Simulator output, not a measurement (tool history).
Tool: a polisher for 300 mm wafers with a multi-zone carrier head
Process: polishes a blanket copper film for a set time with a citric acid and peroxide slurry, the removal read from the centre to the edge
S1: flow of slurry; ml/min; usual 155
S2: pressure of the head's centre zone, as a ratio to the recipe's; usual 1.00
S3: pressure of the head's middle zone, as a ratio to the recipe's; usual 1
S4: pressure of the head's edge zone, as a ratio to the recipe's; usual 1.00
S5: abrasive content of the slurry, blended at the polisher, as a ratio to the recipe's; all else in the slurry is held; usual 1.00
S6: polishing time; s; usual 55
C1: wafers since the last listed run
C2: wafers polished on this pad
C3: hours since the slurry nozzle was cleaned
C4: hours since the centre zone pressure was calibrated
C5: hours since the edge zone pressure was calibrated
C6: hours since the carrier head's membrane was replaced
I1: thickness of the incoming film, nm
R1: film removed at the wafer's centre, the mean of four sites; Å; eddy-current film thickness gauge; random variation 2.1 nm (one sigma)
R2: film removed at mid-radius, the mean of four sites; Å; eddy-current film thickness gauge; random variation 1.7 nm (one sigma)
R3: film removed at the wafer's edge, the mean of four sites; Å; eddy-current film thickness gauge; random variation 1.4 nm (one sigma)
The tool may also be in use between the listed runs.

run   hour   S1    S2  S3    S4    S5  S6   C1   C2     C3      C4      C5     C6     I1    R1    R2    R3
  1    0.0  155  1.00   1  1.00  1.05  45    0  624  730.3   983.9  1470.7  754.7  662.1  1131  1113  1117
  2   10.5  155  1.00   1  1.00  1.05  45  115  740  740.8   994.4  1481.2  765.2  648.4  1106  1105  1093
  3   19.4  155  1.00   1  1.00  1.05  45   97  838  749.7  1003.3  1490.1  774.1  651.9  1100  1113  1104
  4   31.4  155  1.00   1  1.00  1.00  55  131  970  761.7  1015.3  1502.1  786.1  665.4  1343  1336  1306
      44.0  -- worn pad replaced by a new one
  5   45.8  155  1.00   1  1.00  1.00  55  114   19  776.1  1029.7  1516.5  800.5  668.7  1439  1464  1434
  6   57.3  155  1.00   1  1.00  1.00  55  126  146  787.6  1041.2  1528.0  812.0  655.2  1410  1425  1424
      66.4  -- centre zone pressure recalibrated
  7   73.3  155  1.00   1  1.00  1.00  55  153  300  803.6     6.9  1544.0  828.0  672.3  1415  1384  1391
  8   81.3  155  1.00   1  1.00  1.00  55   87  388  811.6    14.9  1552.0  836.0  662.3  1388  1373  1387
      97.6  -- carrier head's membrane replaced by a new one
  9   98.8  155  0.88   1  1.00  1.00  67  137  525  829.1    32.4  1569.5    1.2  665.2  1455  1670  1665
 10  110.3  155  0.91   1  0.96  1.10  55  126  652  840.6    43.9  1581.0   12.7  653.0  1231  1369  1366
 11  118.1  205  0.91   1  1.11  1.00  61   85  737  848.4    51.7  1588.8   20.5  662.8  1426  1546  1599
     121.8  -- slurry nozzle cleaned
     135.5  -- edge zone pressure recalibrated
 12  135.9  155  1.00   1  1.00  1.00  55  162  900   14.1    69.5     0.4   38.3  670.3  1327  1305  1299
     140.9  -- worn pad replaced by a new one
 13  143.0  155  1.00   1  1.00  1.05  45   34   23   21.2    76.6     7.5   45.4  660.1  1207  1165  1173
 14  158.7  155  1.00   1  1.06  1.00  65  172  195   36.9    92.3    23.2   61.1  660.7  1666  1667  1706
 15  172.5  155  0.89   1  1.00  1.20  55  151  347   50.7   106.1    37.0   74.9  649.4  1289  1416  1407
 16  190.1  155  1.00   1  1.00  1.00  55  193  541   68.3   123.7    54.6   92.5  646.6  1391  1380  1349
 17  204.0  155  1.00   1  0.93  1.00  55  152  694   82.2   137.6    68.5  106.4  656.0  1332  1342  1330

Hidden state at the last listed run before each entry between runs and at the first one after, where it differs:
Between runs 4 and 5: worn pad replaced by a new one (hour 44.0)
  removal rate lost through wear of the pad, %: 9.08 -> 0.967
  measured less the result without the state, R1: -134 -> -14 Å; R2: -134 -> -14 Å; R3: -130 -> -14 Å
Between runs 6 and 7: centre zone pressure recalibrated (hour 66.4)
  removal rate lost through wear of the pad, %: 2.08 -> 3.63
  measured less the result without the state, R1: -30 -> -53 Å; R2: -30 -> -52 Å; R3: -30 -> -52 Å
Between runs 8 and 9: carrier head's membrane replaced by a new one (hour 97.6)
  removal rate lost through wear of the pad, %: 4.4 -> 6.09
  measured less the result without the state, R1: -64 -> -94 Å; R2: -64 -> -108 Å; R3: -63 -> -108 Å
Between runs 11 and 12: slurry nozzle cleaned (hour 121.8); edge zone pressure recalibrated (hour 135.5)
  removal rate lost through wear of the pad, %: 7.96 -> 9.68
  measured less the result without the state, R1: -124 -> -143 Å; R2: -134 -> -140 Å; R3: -138 -> -139 Å
Between runs 12 and 13: worn pad replaced by a new one (hour 140.9)
  removal rate lost through wear of the pad, %: 9.68 -> 1.84
  measured less the result without the state, R1: -143 -> -23 Å; R2: -140 -> -21 Å; R3: -139 -> -22 Å

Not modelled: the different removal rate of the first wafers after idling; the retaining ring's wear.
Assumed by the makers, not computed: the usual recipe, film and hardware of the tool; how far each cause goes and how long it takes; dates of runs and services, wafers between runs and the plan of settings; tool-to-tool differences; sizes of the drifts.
